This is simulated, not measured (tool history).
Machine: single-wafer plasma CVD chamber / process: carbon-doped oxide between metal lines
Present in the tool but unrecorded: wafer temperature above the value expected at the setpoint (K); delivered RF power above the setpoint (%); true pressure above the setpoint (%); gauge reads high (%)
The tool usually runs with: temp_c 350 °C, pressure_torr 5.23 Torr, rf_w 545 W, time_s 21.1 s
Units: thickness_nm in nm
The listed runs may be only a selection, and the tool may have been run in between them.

| run | day | temp_c | pressure_torr | rf_w | time_s | wafers since the last listed run | hours since the last thermocouple change | hours since the last RF generator calibration | hours since the last manometer calibration | hours since the showerhead was replaced | hours since the gauge calibration | read-back reference wafer on the same gauge, thickness_nm | thickness_nm |
|---|---|---|---|---|---|---|---|---|---|---|---|---|---|
| 1 | 0 | 350 | 5.23 | 515 | 21.1 | 0 | 2496.3 | 1249.7 | 1491.4 | 5799.3 | 148.7 | 89.025 | 101.658 |
| 2 | 0.596 | 350 | 4.43 | 545 | 21.1 | 255 | 2510.6 | 1264 | 1505.7 | 5813.6 | 163 | 89.015 | 103.118 |
| 3 | 1.312 | 350 | 4.43 | 545 | 21.1 | 307 | 2527.8 | 1281.2 | 1522.9 | 5830.8 | 180.2 | 88.907 | 103.317 |
| 4 | 1.567 | 350 | 5.23 | 545 | 21.1 | 109 | 2533.9 | 1287.3 | 1529 | 5836.9 | 186.3 | 89.045 | 105.86 |
| 5 | 2.229 | 350 | 5.23 | 545 | 23.4 | 284 | 2549.8 | 1303.2 | 1544.9 | 5852.8 | 202.2 | 88.956 | 116.764 |
| 6 | 2.804 | 350 | 5.23 | 545 | 23.4 | 246 | 2563.6 | 1317 | 1558.7 | 5866.6 | 216 | 88.955 | 116.362 |
| 7 | 3.1 | 350 | 5.23 | 545 | 23.4 | 127 | 2570.7 | 1324.1 | 1565.8 | 5873.7 | 223.1 | 89.076 | 116.449 |
|  | 3.8 | RF generator calibrated |
| 8 | 3.821 | 350 | 5.23 | 545 | 21.1 | 166 | 2588 | 0.5 | 1583.1 | 5891 | 240.4 | 88.985 | 109.338 |
| 9 | 5.467 | 350 | 5.23 | 545 | 21.1 | 706 | 2627.5 | 40 | 1622.6 | 5930.5 | 279.9 | 89.01 | 109.475 |
|  | 5.933 | gauge calibrated |
| 10 | 6.146 | 350 | 5.23 | 545 | 21.1 | 291 | 2643.8 | 56.3 | 1638.9 | 5946.8 | 5.1 | 88.946 | 109.07 |
|  | 6.596 | showerhead replaced |
| 11 | 6.638 | 350 | 5.23 | 545 | 21.1 | 67 | 2655.6 | 68.1 | 1650.7 | 1 | 16.9 | 88.99 | 108.606 |
| 12 | 7.138 | 350 | 6.33 | 545 | 21.1 | 214 | 2667.6 | 80.1 | 1662.7 | 13 | 28.9 | 88.95 | 111.653 |
| 13 | 7.6 | 363 | 5.23 | 545 | 24 | 198 | 2678.7 | 91.2 | 1673.8 | 24.1 | 40 | 88.987 | 119.775 |
| 14 | 8.267 | 350 | 5.23 | 545 | 21.1 | 286 | 2694.7 | 107.2 | 1689.8 | 40.1 | 56 | 89 | 109.416 |
| 15 | 8.529 | 350 | 5.23 | 635 | 21.1 | 112 | 2701 | 113.5 | 1696.1 | 46.4 | 62.3 | 89.03 | 120.202 |
|  | 9.142 | capacitance manometer re-zeroed and calibrated |
| 16 | 9.225 | 361 | 4.42 | 545 | 21.1 | 155 | 2717.7 | 130.2 | 2 | 63.1 | 79 | 89.035 | 104.204 |
| 17 | 9.879 | 350 | 5.23 | 545 | 21.1 | 280 | 2733.4 | 145.9 | 17.7 | 78.8 | 94.7 | 89.07 | 109.345 |
| 18 | 10.629 | 346 | 3.92 | 600 | 19.9 | 322 | 2751.4 | 163.9 | 35.7 | 96.8 | 112.7 | 89.004 | 107.226 |
| 19 | 11.142 | 350 | 5.23 | 545 | 21.1 | 220 | 2763.7 | 176.2 | 48 | 109.1 | 125 | 88.951 | 109.49 |
| 20 | 11.883 | 350 | 4.44 | 510 | 20 | 318 | 2781.5 | 194 | 65.8 | 126.9 | 142.8 | 89.071 | 97.323 |
|  | 12.471 | thermocouple changed; heater temperature recalibrated |
| 21 | 12.492 | 342 | 5.23 | 445 | 21.1 | 118 | 0.5 | 208.6 | 80.4 | 141.5 | 157.4 | 89.008 | 97.421 |
| 22 | 12.983 | 350 | 4.55 | 545 | 21.1 | 211 | 12.3 | 220.4 | 92.2 | 153.3 | 169.2 | 89.071 | 107.506 |
| 23 | 14.496 | 339 | 6.22 | 625 | 17.7 | 649 | 48.6 | 256.7 | 128.5 | 189.6 | 205.5 | 88.952 | 105.351 |
| 24 | 14.971 | 346 | 5.23 | 545 | 21.1 | 203 | 60 | 268.1 | 139.9 | 201 | 216.9 | 89.063 | 109.846 |
| 25 | 15.596 | 346 | 3.92 | 600 | 19.9 | 268 | 75 | 283.1 | 154.9 | 216 | 231.9 | 89.062 | 106.291 |
| 26 | 16.317 | 363 | 5.23 | 545 | 24 | 309 | 92.3 | 300.4 | 172.2 | 233.3 | 249.2 | 89 | 119.192 |

Run 27 is up next; what results do you expect?
| 27 | 16.588 | 344 | 5.23 | 515 | 18.8 | 116 | 98.8 | 306.9 | 178.7 | 239.8 | 255.7 | ? | ? |

Run 27 yielded read-back reference wafer on the same gauge, thickness_nm 89.013, thickness_nm 95.53 nm.
If the tool had no hidden condition, the same run with the same run-to-run variation would have returned thickness_nm 96.121 nm.

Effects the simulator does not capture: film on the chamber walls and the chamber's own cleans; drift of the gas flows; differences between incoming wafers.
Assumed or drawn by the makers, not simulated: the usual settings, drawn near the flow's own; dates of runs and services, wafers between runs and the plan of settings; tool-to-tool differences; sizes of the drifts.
